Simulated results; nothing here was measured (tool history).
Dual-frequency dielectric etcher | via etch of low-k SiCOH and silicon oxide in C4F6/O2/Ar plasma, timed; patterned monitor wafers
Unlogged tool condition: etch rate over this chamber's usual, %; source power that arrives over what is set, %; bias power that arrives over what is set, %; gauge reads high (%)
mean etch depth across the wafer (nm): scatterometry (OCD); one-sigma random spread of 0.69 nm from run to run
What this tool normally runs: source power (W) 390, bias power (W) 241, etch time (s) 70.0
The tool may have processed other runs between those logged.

run,hour,source power (W),bias power (W),etch time (s),wafers since the last listed run,hours since the last wet clean,hours since the last source power generator calibration,hours since the last bias power generator calibration,hours since the last upper electrode change,hours since the gauge calibration,"read-back reference wafer on the same gauge, depth_nm",mean etch depth across the wafer (nm)
1,0.0,390,241,70.0,0,417.7,2544.3,1601.4,3476.9,115.4,213.0,200.2
2,12.9,390,280,70.0,134,430.6,2557.2,1614.3,3489.8,128.3,213.1,211.8
3,22.1,390,280,70.0,96,439.8,2566.4,1623.5,3499.0,137.5,212.9,211.1
4,29.2,390,280,70.0,74,446.9,2573.5,1630.6,3506.1,144.6,212.9,210.6
5,45.3,390,241,65.0,168,463.0,2589.6,1646.7,3522.2,160.7,212.9,185.5
6,56.6,390,241,70.0,117,474.3,2600.9,1658.0,3533.5,172.0,213.1,198.5
7,63.4,390,241,70.0,70,481.1,2607.7,1664.8,3540.3,178.8,213.0,199.3
8,75.4,390,241,70.0,125,493.1,2619.7,1676.8,3552.3,190.8,213.0,198.8
9,87.9,390,203,70.0,130,505.6,2632.2,1689.3,3564.8,203.3,213.1,186.0
10,97.5,390,241,70.0,100,515.2,2641.8,1698.9,3574.4,212.9,213.1,197.9
11,113.7,390,241,70.0,169,531.4,2658.0,1715.1,3590.6,229.1,212.8,199.6
12,129.8,390,241,70.0,168,547.5,2674.1,1731.2,3606.7,245.2,212.9,198.2
# hour 136.8: gauge calibrated
# hour 154.8: wet clean of the chamber
13,155.3,390,270,70.0,15,0.5,2699.6,1756.7,3632.2,18.5,212.8,200.4
14,155.6,390,270,70.0,3,0.8,2699.9,1757.0,3632.5,18.8,212.9,201.0
15,170.2,440,241,60.5,152,15.4,2714.5,1771.6,3647.1,33.4,213.0,173.5
# hour 180.4: source power generator calibrated
16,186.3,390,293,51.5,126,31.5,5.9,1787.7,3663.2,49.5,213.0,152.3
# hour 212.6: wet clean of the chamber, repeated, since the last time left the tool worse
17,213.1,420,241,56.5,29,0.5,32.7,1814.5,3690.0,76.3,213.0,169.8
# hour 237.8: bias power generator calibrated
# hour 244.7: upper electrode replaced
18,245.2,440,241,70.0,221,32.6,64.8,7.4,0.5,108.4,213.1,212.8
19,245.5,390,241,70.0,3,32.9,65.1,7.7,0.8,108.7,213.0,205.2
20,253.3,300,241,59.0,81,40.7,72.9,15.5,8.6,116.5,213.0,159.7
21,268.4,390,276,83.5,157,55.8,88.0,30.6,23.7,131.6,213.1,257.5
22,285.1,390,241,70.0,174,72.5,104.7,47.3,40.4,148.3,213.0,205.2
23,298.7,390,241,70.0,141,86.1,118.3,60.9,54.0,161.9,213.0,203.7
24,316.6,350,287,82.5,186,104.0,136.2,78.8,71.9,179.8,213.2,249.0
25,325.1,360,259,83.0,88,112.5,144.7,87.3,80.4,188.3,213.0,241.8
26,337.9,480,241,63.5,133,125.3,157.5,100.1,93.2,201.1,213.0,197.5
27,347.8,320,210,85.0,103,135.2,167.4,110.0,103.1,211.0,213.0,221.0
28,355.9,390,207,70.0,84,143.3,175.5,118.1,111.2,219.1,212.9,191.9

Branching from run 28: 3 alternative next runs. What would each branch give?
A,356.3,300,241,70.0,4,143.7,175.9,118.5,111.6,219.5,?,?
B,356.3,390,270,57.5,4,143.7,175.9,118.5,111.6,219.5,?,?
C,356.3,390,282,57.5,4,143.7,175.9,118.5,111.6,219.5,?,?

run,"read-back reference wafer on the same gauge, depth_nm",mean etch depth across the wafer (nm)
A,212.8,189.1
B,212.8,175.4
C,212.8,178.3
Take away the tool's hidden state, keep each run's random variation, and the runs would have read:
run,mean etch depth across the wafer (nm)
A,191.3
B,177.4
C,180.4
